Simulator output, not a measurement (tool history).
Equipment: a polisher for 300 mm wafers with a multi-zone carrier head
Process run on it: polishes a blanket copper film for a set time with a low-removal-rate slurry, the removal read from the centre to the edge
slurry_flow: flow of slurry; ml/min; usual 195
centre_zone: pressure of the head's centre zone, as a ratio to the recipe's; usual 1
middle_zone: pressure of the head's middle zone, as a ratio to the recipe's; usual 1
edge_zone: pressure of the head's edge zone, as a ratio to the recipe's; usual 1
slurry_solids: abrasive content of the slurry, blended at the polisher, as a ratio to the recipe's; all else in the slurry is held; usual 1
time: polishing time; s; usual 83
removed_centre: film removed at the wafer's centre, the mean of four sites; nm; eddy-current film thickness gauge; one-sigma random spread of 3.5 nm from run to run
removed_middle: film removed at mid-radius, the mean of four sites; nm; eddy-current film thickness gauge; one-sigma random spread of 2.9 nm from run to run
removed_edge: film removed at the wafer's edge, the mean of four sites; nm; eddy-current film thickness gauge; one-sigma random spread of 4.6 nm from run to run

| run | hour | slurry_flow | centre_zone | middle_zone | edge_zone | slurry_solids | time | incoming thickness of the incoming film, nm | removed_centre | removed_middle | removed_edge |
|---|---|---|---|---|---|---|---|---|---|---|---|
| 1 | 0 | 195 | 1 | 1 | 1.05 | 1 | 83 | 1480.3 | 293.2 | 292.6 | 310.6 |
|  | 17.3 | worn pad replaced by a new one |
| 2 | 25.2 | 195 | 1 | 1 | 1.05 | 1 | 83 | 1442.3 | 295.9 | 290.7 | 310.4 |
| 3 | 48.9 | 195 | 1 | 1.06 | 0.93 | 1 | 83 | 1484.8 | 293.2 | 306.3 | 287.1 |
| 4 | 65.8 | 195 | 1 | 1.06 | 0.93 | 1 | 83 | 1471 | 287.7 | 309.9 | 293.1 |
| 5 | 89.8 | 195 | 1 | 1 | 1 | 1 | 94 | 1478.3 | 325.2 | 327.5 | 339.2 |
|  | 111.4 | worn pad replaced by a new one |
| 6 | 112.7 | 195 | 1 | 1 | 1 | 1 | 94 | 1493.1 | 320.8 | 320 | 332.3 |
|  | 143 | edge zone pressure recalibrated |
| 7 | 148.8 | 195 | 1 | 1 | 1 | 1 | 94 | 1460.7 | 325.4 | 325.2 | 333.2 |
|  | 164.5 | carrier head's membrane replaced by a new one |
| 8 | 165.4 | 195 | 1 | 1 | 1 | 1 | 83 | 1444.5 | 284.5 | 287.1 | 300.2 |
|  | 188.4 | centre zone pressure recalibrated |
| 9 | 188.9 | 195 | 1 | 1 | 1 | 1 | 83 | 1476.4 | 284.5 | 290 | 294.7 |
| 10 | 203.4 | 130 | 0.88 | 1 | 1.05 | 1 | 92 | 1486.1 | 249.6 | 286 | 312.2 |
|  | 207.6 | slurry nozzle cleaned |
|  | 211.4 | worn pad replaced by a new one |
| 11 | 229.8 | 195 | 1 | 1 | 1 | 1 | 83 | 1490.7 | 310.3 | 311.3 | 311.5 |
| 12 | 246.7 | 195 | 1 | 1 | 1 | 1 | 83 | 1481 | 304.9 | 304 | 302.4 |
| 13 | 274.8 | 165 | 1 | 1 | 0.94 | 1.2 | 106 | 1440.7 | 407.2 | 406.7 | 413.5 |
| 14 | 297.5 | 195 | 1 | 1 | 1 | 1 | 83 | 1490.1 | 305.8 | 308.1 | 312.1 |
|  | 311.2 | worn pad replaced by a new one |
| 15 | 317.8 | 260 | 1.04 | 1.06 | 1 | 1 | 83 | 1487.8 | 336.7 | 335.7 | 322.3 |
| 16 | 353 | 260 | 1 | 1 | 1 | 0.8 | 92 | 1473.8 | 331.1 | 325.8 | 327.5 |
| 17 | 376.6 | 195 | 1 | 1 | 1 | 1 | 83 | 1485.1 | 306.7 | 299.5 | 313.5 |
|  | 401.9 | worn pad replaced by a new one |
| 18 | 402.7 | 245 | 1 | 1.12 | 1.11 | 0.9 | 83 | 1483.8 | 309.8 | 334.5 | 321.4 |

Consider 5 possible next runs. They are alternatives, not a sequence: every one starts from the tool as it was left by run 18. What does each give?
| A | 403.2 | 195 | 1 | 1 | 1 | 1 | 83 | 1486.6 | ? | ? | ? |
| B | 403.2 | 195 | 1 | 1 | 1.1 | 1 | 83 | 1486.6 | ? | ? | ? |
| C | 403.2 | 195 | 1.07 | 1 | 1 | 1.15 | 63 | 1486.6 | ? | ? | ? |
| D | 403.2 | 195 | 1 | 1 | 1.12 | 1.1 | 75 | 1486.6 | ? | ? | ? |
| E | 403.2 | 165 | 1 | 1.09 | 1 | 1 | 83 | 1486.6 | ? | ? | ? |

| run | removed_centre | removed_middle | removed_edge |
|---|---|---|---|
| A | 305.8 | 299.5 | 307.1 |
| B | 305.8 | 299.4 | 322 |
| C | 257.6 | 236.7 | 242.9 |
| D | 284.2 | 278.2 | 302 |
| E | 296.8 | 313.6 | 300.9 |
Without the tool's hidden state the same runs would have given:
| run | removed_centre | removed_middle | removed_edge |
|---|---|---|---|
| A | 314.2 | 306.7 | 312.6 |
| B | 314.2 | 306.7 | 327.7 |
| C | 264.7 | 242.5 | 247.2 |
| D | 292 | 285 | 307.3 |
| E | 306.3 | 322.4 | 306.9 |

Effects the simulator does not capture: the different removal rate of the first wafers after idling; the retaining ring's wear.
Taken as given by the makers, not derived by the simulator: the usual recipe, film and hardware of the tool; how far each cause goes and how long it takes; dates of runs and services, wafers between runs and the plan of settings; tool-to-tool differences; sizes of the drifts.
